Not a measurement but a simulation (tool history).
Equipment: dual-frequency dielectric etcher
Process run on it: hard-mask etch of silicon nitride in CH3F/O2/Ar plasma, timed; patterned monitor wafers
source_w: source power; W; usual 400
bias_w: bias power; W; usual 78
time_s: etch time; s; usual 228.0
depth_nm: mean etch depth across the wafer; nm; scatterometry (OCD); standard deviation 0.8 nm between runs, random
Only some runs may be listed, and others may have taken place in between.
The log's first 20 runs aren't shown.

run   hour  source_w  bias_w  time_s  read-back reference wafer on the same gauge, depth_nm  depth_nm
 21  511.8       440      73   228.0                                                  186.4     177.7
 22  527.7       320      89   228.0                                                  185.8     164.6
 23  540.1       370      78   228.0                                                  185.9     167.7
 24  555.9       460      69   228.0                                                  186.2     179.2
 25  574.2       460      90   204.0                                                  186.3     174.7
     579.4  -- source power generator calibrated
     584.2  -- gauge calibrated
 26  601.9       310      78   268.5                                                  185.7     184.3
 27  637.6       330      78   206.5                                                  185.8     147.3
 28  665.6       340      59   173.0                                                  186.1     113.8
 29  700.1       300      91   228.0                                                  185.7     163.0
 30  734.5       400      78   252.0                                                  185.9     195.5
 31  757.3       480      90   260.5                                                  186.0     232.3

Branching from run 31: 3 alternative next runs. What would each branch give?
  A  757.8       440      78   228.0                                                      ?         ?
  B  757.8       490      87   164.5                                                      ?         ?
  C  757.8       400      63   178.5                                                      ?         ?

run  read-back reference wafer on the same gauge, depth_nm  depth_nm
  A                                                  186.3     186.5
  B                                                  186.3     146.0
  C                                                  186.3     131.0
Stripped of hidden state, with their random variation kept, the same runs would have yielded:
run  depth_nm
  A     181.3
  B     142.0
  C     127.4

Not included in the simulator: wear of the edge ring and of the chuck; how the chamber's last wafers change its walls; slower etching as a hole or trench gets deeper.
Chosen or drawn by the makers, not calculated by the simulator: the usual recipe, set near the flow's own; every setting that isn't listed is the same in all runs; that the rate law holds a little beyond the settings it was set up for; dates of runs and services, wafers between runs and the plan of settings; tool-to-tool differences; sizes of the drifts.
